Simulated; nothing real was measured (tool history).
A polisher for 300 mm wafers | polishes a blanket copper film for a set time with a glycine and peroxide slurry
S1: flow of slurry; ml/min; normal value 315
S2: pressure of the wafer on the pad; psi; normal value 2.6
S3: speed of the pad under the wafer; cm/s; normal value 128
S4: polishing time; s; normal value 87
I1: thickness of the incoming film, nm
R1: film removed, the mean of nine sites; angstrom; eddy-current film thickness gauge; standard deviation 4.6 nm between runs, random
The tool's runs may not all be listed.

run    hour   S1   S2   S3   S4      I1    R1
  1       0  315  2.6  128   87  1679.8  5114
  2    25.7  315  2.6  128   87  1638.3  5096
  3    59.3  315  2.6  128   87  1629.9  5218
  4   103.5  315  2.6  128   87  1640.3  5231
  5   170.5  315  2.6  128   87    1637  4666
  6     206  345  2.6  128   64  1643.1  3443
  7   234.3  345  2.6  128   64  1667.1  3426
  8   288.8  315  2.6  128   87  1637.9  4628
  9   321.2  315  2.6  128   87    1657  4714
 10     381  315  2.6  128  103  1661.2  5670
 11   415.9  315  2.6  128   95  1661.4  5167
 12   486.9  315  2.6  128   87  1668.2  4855
 13   521.8  315  2.6  128   87  1663.6  4765
 14   567.9  315  2.6   86  102  1664.2  4505
 15     614  315  3.1   98   96  1660.3  5394
 16   640.6  260    2  108   87  1643.2  3530
 17   708.6  315  2.6  158   74  1657.1  4913
 18   767.7  315  3.3  128   87  1619.4  6306
 19   826.7  315  2.6   94   87  1615.4  4028
 20   882.9  215  2.6  128   87    1658  4678
 21   920.2  345  2.6  128   63  1655.4  3470
 22   984.9  315  2.1  128   59    1667  2736
 23  1023.7  355  2.6  110   87  1645.8  4420
 24  1079.4  315  2.6  128   87  1638.8  4847
 25  1140.5  315  3.1  128   87  1643.2  5660
 26  1182.6  315  2.6  128   87  1660.5  4855

Removed from this log: 8 entries logged between the listed runs. Between which two listed runs does each belong, and how does the tool's hidden state at the listed run before it compare with that at the listed run after it?
Between runs 1 and 2: worn pad replaced by a new one (hour 16.2)
  deviation of the head's pressure from its setpoint, %: 10.4 -> 11.1
  measured minus no-state result, R1: +413 -> +440 angstrom
Between runs 4 and 5: head pressure recalibrated (hour 105.8)
  deviation of the head's pressure from its setpoint, %: 13.7 -> -0.769
  measured minus no-state result, R1: +546 -> -30 angstrom
Between runs 7 and 8: worn pad replaced by a new one (hour 271.4)
  deviation of the head's pressure from its setpoint, %: -0.468 -> -0.0541
  measured minus no-state result, R1: -13 -> -2 angstrom
Between runs 11 and 12: worn pad replaced by a new one (hour 481.6)
  deviation of the head's pressure from its setpoint, %: 1.48 -> 2.67
  measured minus no-state result, R1: +64 -> +107 angstrom
Between runs 16 and 17: slurry nozzle cleaned (hour 648.4)
  deviation of the head's pressure from its setpoint, %: 6.11 -> 7.99
  measured minus no-state result, R1: +163 -> +319 angstrom
Between runs 17 and 18: worn pad replaced by a new one (hour 718.7)
  deviation of the head's pressure from its setpoint, %: 7.99 -> 9.82
  measured minus no-state result, R1: +319 -> +500 angstrom
Between runs 18 and 19: head pressure recalibrated (hour 826.2)
  deviation of the head's pressure from its setpoint, %: 9.82 -> 2.38
  measured minus no-state result, R1: +500 -> +77 angstrom
Between runs 21 and 22: worn pad replaced by a new one (hour 968.7)
  deviation of the head's pressure from its setpoint, %: 2.6 -> 3
  measured minus no-state result, R1: +75 -> +65 angstrom
